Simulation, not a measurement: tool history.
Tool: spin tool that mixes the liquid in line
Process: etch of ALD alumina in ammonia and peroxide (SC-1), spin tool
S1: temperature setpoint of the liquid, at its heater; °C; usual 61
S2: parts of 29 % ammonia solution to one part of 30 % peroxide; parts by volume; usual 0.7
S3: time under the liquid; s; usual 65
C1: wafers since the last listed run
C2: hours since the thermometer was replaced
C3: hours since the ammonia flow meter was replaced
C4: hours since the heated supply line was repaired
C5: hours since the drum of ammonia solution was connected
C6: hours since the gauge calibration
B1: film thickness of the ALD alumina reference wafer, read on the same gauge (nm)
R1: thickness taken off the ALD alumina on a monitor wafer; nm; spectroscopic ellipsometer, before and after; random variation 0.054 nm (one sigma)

Run 1, day 0: usual settings but S1 64.5 °C, S2 0.45 parts by volume; C1 0; C2 1835; C3 1422.1; C4 3155.6; C5 166.2; C6 704.8; B1 40. Result: R1 6.18 nm.
Run 2, day 1.496: usual settings; C1 323; C2 1870.9; C3 1458; C4 3191.5; C5 202.1; C6 740.7; B1 40.01. Result: R1 5.36 nm.
Run 3, day 2.638: usual settings; C1 247; C2 1898.3; C3 1485.4; C4 3218.9; C5 229.5; C6 768.1; B1 40. Result: R1 5.3 nm.
Run 4, day 3.225: usual settings; C1 127; C2 1912.4; C3 1499.5; C4 3233; C5 243.6; C6 782.2; B1 39.99. Result: R1 5.33 nm.
Run 5, day 4.508: usual settings; C1 277; C2 1943.2; C3 1530.3; C4 3263.8; C5 274.4; C6 813; B1 39.98. Result: R1 5.41 nm.
Run 6, day 5.167: usual settings but S2 0.55 parts by volume, S3 35 s; C1 142; C2 1959; C3 1546.1; C4 3279.6; C5 290.2; C6 828.8; B1 39.99. Result: R1 2.8 nm.
Run 7, day 6.433: usual settings but S2 0.55 parts by volume, S3 35 s; C1 274; C2 1989.4; C3 1576.5; C4 3310; C5 320.6; C6 859.2; B1 40.01. Result: R1 2.85 nm.
Run 8, day 7.412: usual settings but S2 0.55 parts by volume, S3 35 s; C1 212; C2 2012.9; C3 1600; C4 3333.5; C5 344.1; C6 882.7; B1 39.99. Result: R1 2.78 nm.
Run 9, day 8.946: usual settings; C1 332; C2 2049.7; C3 1636.8; C4 3370.3; C5 380.9; C6 919.5; B1 39.99. Result: R1 5.32 nm.
Run 10, day 11.629: usual settings; C1 581; C2 2114.1; C3 1701.2; C4 3434.7; C5 445.3; C6 983.9; B1 40.01. Result: R1 5.45 nm.
At day 12.292: gauge calibrated.
At day 12.467: ammonia flow meter replaced.
Run 11, day 13.112: usual settings; C1 312; C2 2149.7; C3 15.5; C4 3470.3; C5 480.9; C6 19.7; B1 40.03. Result: R1 5.37 nm.
Run 12, day 13.617: usual settings but S1 70 °C; C1 109; C2 2161.8; C3 27.6; C4 3482.4; C5 493; C6 31.8; B1 40.01. Result: R1 8.2 nm.
Run 13, day 14.679: usual settings but S1 53.5 °C, S2 0.6 parts by volume, S3 40 s; C1 230; C2 2187.3; C3 53.1; C4 3507.9; C5 518.5; C6 57.3; B1 40.02. Result: R1 2.16 nm.
Run 14, day 15.262: usual settings; C1 126; C2 2201.3; C3 67.1; C4 3521.9; C5 532.5; C6 71.3; B1 39.99. Result: R1 5.28 nm.
Run 15, day 16.488: usual settings but S1 54.5 °C, S2 0.55 parts by volume, S3 80 s; C1 265; C2 2230.7; C3 96.5; C4 3551.3; C5 561.9; C6 100.7; B1 40. Result: R1 4.51 nm.
At day 16.796: new drum of ammonia solution connected.
Run 16, day 17.2: usual settings but S2 0.6 parts by volume; C1 145; C2 2247.8; C3 113.6; C4 3568.4; C5 9.7; C6 117.8; B1 39.98. Result: R1 5.28 nm.
At day 18.058: thermometer replaced.
Run 17, day 18.479: usual settings; C1 268; C2 10.1; C3 144.3; C4 3599.1; C5 40.4; C6 148.5; B1 39.99. Result: R1 5.03 nm.
Run 18, day 19.675: usual settings but S1 66.5 °C, S2 0.45 parts by volume, S3 25 s; C1 258; C2 38.8; C3 173; C4 3627.8; C5 69.1; C6 177.2; B1 39.98. Result: R1 2.41 nm.
At day 19.975: heated supply line repaired.
Run 19, day 20.942: usual settings but S2 0.55 parts by volume; C1 265; C2 69.2; C3 203.4; C4 23.2; C5 99.5; C6 207.6; B1 40. Result: R1 4.84 nm.
Run 20, day 24.262: usual settings but S1 68 °C, S2 0.5 parts by volume; C1 719; C2 148.9; C3 283.1; C4 102.9; C5 179.2; C6 287.3; B1 39.98. Result: R1 6.84 nm.
At day 25.029: thermometer replaced, repeated, since the last time left the tool worse.
Run 21, day 27.796: usual settings but S1 68 °C, S2 0.5 parts by volume; C1 756; C2 66.4; C3 367.9; C4 187.7; C5 264; C6 372.1; B1 39.99. Result: R1 8 nm.
Run 22, day 28.917: usual settings but S3 95 s; C1 242; C2 93.3; C3 394.8; C4 214.6; C5 290.9; C6 399; B1 40.01. Result: R1 8.46 nm.
Run 23, day 30.325: usual settings; C1 305; C2 127.1; C3 428.6; C4 248.4; C5 324.7; C6 432.8; B1 40.02. Result: R1 5.74 nm.
Run 24, day 31.771: usual settings but S2 0.9 parts by volume, S3 100 s; C1 313; C2 161.8; C3 463.3; C4 283.1; C5 359.4; C6 467.5; B1 39.98. Result: R1 9.03 nm.
Run 25, day 32.438: usual settings but S3 45 s; C1 144; C2 177.8; C3 479.3; C4 299.1; C5 375.4; C6 483.5; B1 40.01. Result: R1 3.98 nm.
Run 26, day 33.533: usual settings but S2 0.55 parts by volume, S3 90 s; C1 237; C2 204.1; C3 505.6; C4 325.4; C5 401.7; C6 509.8; B1 39.99. Result: R1 7.88 nm.

Some steps in R1 between neighbouring runs. How much of each would the tool show without its hidden state too (settings, what came in, random variation), and how much is left for the hidden state, with any gauge scatter that isn't in both results?
The hidden state here: liquid colder than its thermometer reads (K); ammonia flow below the setpoint (%); temperature lost on the way to the wafer (K); ammonia solution weaker than its label (%); gauge reads high (%).
Run 12 -> 13: S1 70 -> 53.5, S2 0.7 -> 0.6, S3 65 -> 40. R1 -6.04 nm: hidden state +0.55, all else -6.59.
Run 20 -> 21: thermometer replaced, repeated, since the last time left the tool worse. R1 +1.16 nm: hidden state +1.12, all else +0.04.
Run 24 -> 25: S2 0.9 -> 0.7, S3 100 -> 45. R1 -5.05 nm: hidden state +0.06, all else -5.11.

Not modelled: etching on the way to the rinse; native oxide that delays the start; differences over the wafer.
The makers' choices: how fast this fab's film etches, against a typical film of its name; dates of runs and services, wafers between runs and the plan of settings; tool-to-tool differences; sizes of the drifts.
